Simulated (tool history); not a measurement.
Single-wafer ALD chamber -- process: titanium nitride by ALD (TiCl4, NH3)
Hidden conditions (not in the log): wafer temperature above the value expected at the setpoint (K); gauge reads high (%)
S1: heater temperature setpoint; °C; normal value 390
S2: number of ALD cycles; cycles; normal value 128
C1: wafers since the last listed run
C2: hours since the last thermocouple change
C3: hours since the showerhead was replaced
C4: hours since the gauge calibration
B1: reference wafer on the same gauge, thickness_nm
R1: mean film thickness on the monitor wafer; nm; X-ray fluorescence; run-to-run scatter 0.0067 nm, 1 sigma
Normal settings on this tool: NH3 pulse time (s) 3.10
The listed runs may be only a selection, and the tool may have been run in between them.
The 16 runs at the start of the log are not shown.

Run 17, day 7.979: usual settings but S1 386 °C; C1 16; C2 1674.3; C3 6417.1; C4 87.3; B1 2.940. Result: R1 2.673 nm.
Run 18, day 8.233: usual settings; C1 11; C2 1680.4; C3 6423.2; C4 93.4; B1 2.943. Result: R1 2.692 nm.
Run 19, day 8.512: usual settings; C1 12; C2 1687.1; C3 6429.9; C4 100.1; B1 2.944. Result: R1 2.680 nm.
Run 20, day 9.233: usual settings but S1 400 °C; C1 31; C2 1704.4; C3 6447.2; C4 117.4; B1 2.943. Result: R1 2.701 nm.
Run 21, day 9.542: usual settings but S1 403 °C, S2 118 cycles; C1 13; C2 1711.8; C3 6454.6; C4 124.8; B1 2.945. Result: R1 2.492 nm.
Run 22, day 10.250: usual settings but S2 146 cycles, NH3 pulse time (s) 2.65; C1 30; C2 1728.8; C3 6471.6; C4 141.8; B1 2.947. Result: R1 3.028 nm.
At day 11.567: thermocouple changed; heater temperature recalibrated.
Run 23, day 11.771: usual settings but S1 400 °C, S2 140 cycles, NH3 pulse time (s) 2.10; C1 51; C2 4.9; C3 6508.1; C4 178.3; B1 2.953. Result: R1 2.867 nm.
Run 24, day 12.217: usual settings but S1 397 °C, NH3 pulse time (s) 1.99; C1 19; C2 15.6; C3 6518.8; C4 189.0; B1 2.953. Result: R1 2.597 nm.
Run 25, day 12.612: usual settings; C1 17; C2 25.1; C3 6528.3; C4 198.5; B1 2.952. Result: R1 2.695 nm.
At day 13.479: showerhead replaced.
At day 13.621: gauge calibrated.
Run 26, day 14.017: usual settings but S1 383 °C, S2 135 cycles, NH3 pulse time (s) 4.16; C1 46; C2 58.8; C3 12.9; C4 9.5; B1 2.936. Result: R1 2.867 nm.
Run 27, day 14.421: usual settings but S1 402 °C, S2 111 cycles, NH3 pulse time (s) 2.15; C1 17; C2 68.5; C3 22.6; C4 19.2; B1 2.934. Result: R1 2.272 nm.
Run 28, day 15.075: usual settings but S1 380 °C, S2 148 cycles, NH3 pulse time (s) 3.67; C1 28; C2 84.2; C3 38.3; C4 34.9; B1 2.939. Result: R1 3.124 nm.
Run 29, day 15.746: usual settings but S1 379 °C, S2 107 cycles; C1 29; C2 100.3; C3 54.4; C4 51.0; B1 2.938. Result: R1 2.229 nm.
Run 30, day 16.029: usual settings but S1 381 °C, S2 148 cycles; C1 12; C2 107.1; C3 61.2; C4 57.8; B1 2.937. Result: R1 3.101 nm.
Run 31, day 16.592: usual settings but S2 137 cycles; C1 24; C2 120.6; C3 74.7; C4 71.3; B1 2.942. Result: R1 2.865 nm.
Run 32, day 17.258: usual settings but S2 116 cycles, NH3 pulse time (s) 2.73; C1 29; C2 136.6; C3 90.7; C4 87.3; B1 2.941. Result: R1 2.417 nm.
Run 33, day 17.758: usual settings but S2 120 cycles; C1 21; C2 148.6; C3 102.7; C4 99.3; B1 2.943. Result: R1 2.507 nm.
Run 34, day 18.262: usual settings but S1 386 °C, S2 148 cycles, NH3 pulse time (s) 4.30; C1 22; C2 160.7; C3 114.8; C4 111.4; B1 2.942. Result: R1 3.146 nm.
Run 35, day 18.758: usual settings but S1 381 °C, S2 148 cycles; C1 21; C2 172.6; C3 126.7; C4 123.3; B1 2.944. Result: R1 3.096 nm.
Run 36, day 19.504: usual settings but S1 402 °C, S2 139 cycles, NH3 pulse time (s) 2.77; C1 32; C2 190.5; C3 144.6; C4 141.2; B1 2.950. Result: R1 2.922 nm.
Run 37, day 19.812: usual settings but S1 383 °C, S2 141 cycles, NH3 pulse time (s) 2.15; C1 13; C2 197.9; C3 152.0; C4 148.6; B1 2.950. Result: R1 2.859 nm.

Consider 5 possible next runs. They are alternatives, not a sequence: every one starts from the tool as it was left by run 37. What does each give?
Run A, day 19.842: usual settings; C1 1; C2 198.6; C3 152.7; C4 149.3; B1 ?. Result: R1 ?.
Run B, day 19.842: usual settings but NH3 pulse time (s) 4.02; C1 1; C2 198.6; C3 152.7; C4 149.3; B1 ?. Result: R1 ?.
Run C, day 19.842: usual settings but NH3 pulse time (s) 2.68; C1 1; C2 198.6; C3 152.7; C4 149.3; B1 ?. Result: R1 ?.
Run D, day 19.842: usual settings but NH3 pulse time (s) 2.26; C1 1; C2 198.6; C3 152.7; C4 149.3; B1 ?. Result: R1 ?.
Run E, day 19.842: usual settings but S1 398 °C, S2 141 cycles, NH3 pulse time (s) 2.26; C1 1; C2 198.6; C3 152.7; C4 149.3; B1 ?. Result: R1 ?.

run     B1     R1
  A  2.948  2.704
  B  2.948  2.742
  C  2.948  2.676
  D  2.948  2.631
  E  2.948  2.919
Had the tool no hidden state, the same runs would have come out as:
run     R1
  A  2.686
  B  2.723
  C  2.658
  D  2.613
  E  2.900

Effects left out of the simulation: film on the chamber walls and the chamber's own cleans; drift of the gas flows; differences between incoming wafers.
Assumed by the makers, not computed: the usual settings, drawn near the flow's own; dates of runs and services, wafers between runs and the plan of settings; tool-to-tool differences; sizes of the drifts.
